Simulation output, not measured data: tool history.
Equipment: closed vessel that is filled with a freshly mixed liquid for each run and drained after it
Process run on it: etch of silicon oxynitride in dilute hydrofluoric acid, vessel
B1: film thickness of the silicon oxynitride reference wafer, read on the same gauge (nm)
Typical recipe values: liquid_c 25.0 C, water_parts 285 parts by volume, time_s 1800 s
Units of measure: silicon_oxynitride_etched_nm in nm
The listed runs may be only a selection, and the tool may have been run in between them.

{"run": 1, "hour": 0.0, "liquid_c": 25.0, "water_parts": 185, "time_s": 1800, "B1": 40.68, "silicon_oxynitride_etched_nm": 36.32}
{"run": 2, "hour": 26.9, "liquid_c": 25.0, "water_parts": 185, "time_s": 1800, "B1": 40.68, "silicon_oxynitride_etched_nm": 36.03}
{"run": 3, "hour": 91.8, "liquid_c": 25.0, "water_parts": 185, "time_s": 1800, "B1": 40.77, "silicon_oxynitride_etched_nm": 37.19}
{"run": 4, "hour": 154.9, "liquid_c": 25.0, "water_parts": 285, "time_s": 1800, "B1": 40.84, "silicon_oxynitride_etched_nm": 22.39}
{"run": 5, "hour": 223.5, "liquid_c": 25.0, "water_parts": 285, "time_s": 1800, "B1": 40.93, "silicon_oxynitride_etched_nm": 22.58}
{"run": 6, "hour": 254.1, "liquid_c": 25.0, "water_parts": 285, "time_s": 1800, "B1": 40.99, "silicon_oxynitride_etched_nm": 22.34}
{"run": 7, "hour": 300.1, "liquid_c": 25.0, "water_parts": 285, "time_s": 1800, "B1": 41.03, "silicon_oxynitride_etched_nm": 22.36}
{"run": 8, "hour": 337.5, "liquid_c": 25.0, "water_parts": 285, "time_s": 1800, "B1": 41.12, "silicon_oxynitride_etched_nm": 22.18}
{"run": 9, "hour": 403.0, "liquid_c": 25.0, "water_parts": 285, "time_s": 1800, "B1": 41.2, "silicon_oxynitride_etched_nm": 22.03}
{"run": 10, "hour": 467.6, "liquid_c": 25.0, "water_parts": 285, "time_s": 1800, "B1": 41.31, "silicon_oxynitride_etched_nm": 22.42}
{"hour": 482.7, "done": "thermometer replaced"}
{"run": 11, "hour": 518.0, "liquid_c": 25.0, "water_parts": 285, "time_s": 1800, "B1": 41.41, "silicon_oxynitride_etched_nm": 22.54}
{"run": 12, "hour": 548.8, "liquid_c": 25.0, "water_parts": 285, "time_s": 1800, "B1": 41.44, "silicon_oxynitride_etched_nm": 22.44}
{"run": 13, "hour": 587.0, "liquid_c": 25.0, "water_parts": 285, "time_s": 1800, "B1": 41.55, "silicon_oxynitride_etched_nm": 22.31}
{"run": 14, "hour": 629.4, "liquid_c": 25.0, "water_parts": 285, "time_s": 1800, "B1": 41.61, "silicon_oxynitride_etched_nm": 22.69}
{"run": 15, "hour": 726.5, "liquid_c": 29.0, "water_parts": 355, "time_s": 1265, "B1": 41.76, "silicon_oxynitride_etched_nm": 14.24}
{"hour": 733.6, "done": "hydrofluoric acid flow meter replaced"}
{"run": 16, "hour": 783.8, "liquid_c": 21.5, "water_parts": 250, "time_s": 1800, "B1": 41.89, "silicon_oxynitride_etched_nm": 23.04}
{"run": 17, "hour": 854.0, "liquid_c": 27.5, "water_parts": 285, "time_s": 1060, "B1": 42.05, "silicon_oxynitride_etched_nm": 14.81}
{"hour": 899.4, "done": "gauge calibrated"}
{"run": 18, "hour": 900.6, "liquid_c": 25.0, "water_parts": 285, "time_s": 1800, "B1": 40.0, "silicon_oxynitride_etched_nm": 21.36}
{"run": 19, "hour": 941.9, "liquid_c": 25.0, "water_parts": 285, "time_s": 1800, "B1": 39.97, "silicon_oxynitride_etched_nm": 21.64}
{"run": 20, "hour": 986.7, "liquid_c": 29.5, "water_parts": 345, "time_s": 2715, "B1": 39.99, "silicon_oxynitride_etched_nm": 31.14}
{"run": 21, "hour": 1029.1, "liquid_c": 25.0, "water_parts": 285, "time_s": 2685, "B1": 39.97, "silicon_oxynitride_etched_nm": 31.97}
{"run": 22, "hour": 1089.8, "liquid_c": 25.0, "water_parts": 285, "time_s": 1800, "B1": 40.0, "silicon_oxynitride_etched_nm": 21.68}
{"run": 23, "hour": 1134.4, "liquid_c": 25.0, "water_parts": 285, "time_s": 2655, "B1": 40.02, "silicon_oxynitride_etched_nm": 32.02}
{"run": 24, "hour": 1187.0, "liquid_c": 20.5, "water_parts": 405, "time_s": 1800, "B1": 40.0, "silicon_oxynitride_etched_nm": 11.74}
{"run": 25, "hour": 1248.2, "liquid_c": 25.0, "water_parts": 285, "time_s": 1800, "B1": 40.03, "silicon_oxynitride_etched_nm": 21.59}
{"run": 26, "hour": 1286.6, "liquid_c": 25.0, "water_parts": 285, "time_s": 960, "B1": 40.06, "silicon_oxynitride_etched_nm": 11.65}
{"run": 27, "hour": 1317.5, "liquid_c": 25.0, "water_parts": 340, "time_s": 870, "B1": 40.07, "silicon_oxynitride_etched_nm": 8.58}
{"run": 28, "hour": 1362.6, "liquid_c": 25.0, "water_parts": 285, "time_s": 1800, "B1": 40.09, "silicon_oxynitride_etched_nm": 21.48}
{"run": 29, "hour": 1418.0, "liquid_c": 25.0, "water_parts": 285, "time_s": 1800, "B1": 40.11, "silicon_oxynitride_etched_nm": 21.59}
{"run": 30, "hour": 1450.8, "liquid_c": 25.0, "water_parts": 285, "time_s": 1800, "B1": 40.17, "silicon_oxynitride_etched_nm": 22.02}
{"run": 31, "hour": 1489.4, "liquid_c": 29.5, "water_parts": 345, "time_s": 2715, "B1": 40.17, "silicon_oxynitride_etched_nm": 30.85}
{"run": 32, "hour": 1547.0, "liquid_c": 25.0, "water_parts": 285, "time_s": 875, "B1": 40.19, "silicon_oxynitride_etched_nm": 10.76}
{"run": 33, "hour": 1577.6, "liquid_c": 28.5, "water_parts": 395, "time_s": 2570, "B1": 40.22, "silicon_oxynitride_etched_nm": 23.87}
{"run": 34, "hour": 1635.2, "liquid_c": 25.0, "water_parts": 285, "time_s": 1405, "B1": 40.27, "silicon_oxynitride_etched_nm": 16.86}

Each row is a separate what-if for the run after 34, all from the same tool condition, not one after another. Results?
{"run": "A", "hour": 1636.4, "liquid_c": 25.0, "water_parts": 285, "time_s": 1800, "B1": "?", "silicon_oxynitride_etched_nm": "?"}
{"run": "B", "hour": 1636.4, "liquid_c": 25.0, "water_parts": 285, "time_s": 2385, "B1": "?", "silicon_oxynitride_etched_nm": "?"}
{"run": "C", "hour": 1636.4, "liquid_c": 28.5, "water_parts": 220, "time_s": 2770, "B1": "?", "silicon_oxynitride_etched_nm": "?"}

run=A B1=40.29 silicon_oxynitride_etched_nm=22.00
run=B B1=40.29 silicon_oxynitride_etched_nm=29.15
run=C B1=40.29 silicon_oxynitride_etched_nm=53.44
Take away the tool's hidden state, keep each run's random variation, and the runs would have read:
run=A silicon_oxynitride_etched_nm=21.85
run=B silicon_oxynitride_etched_nm=28.95
run=C silicon_oxynitride_etched_nm=53.08
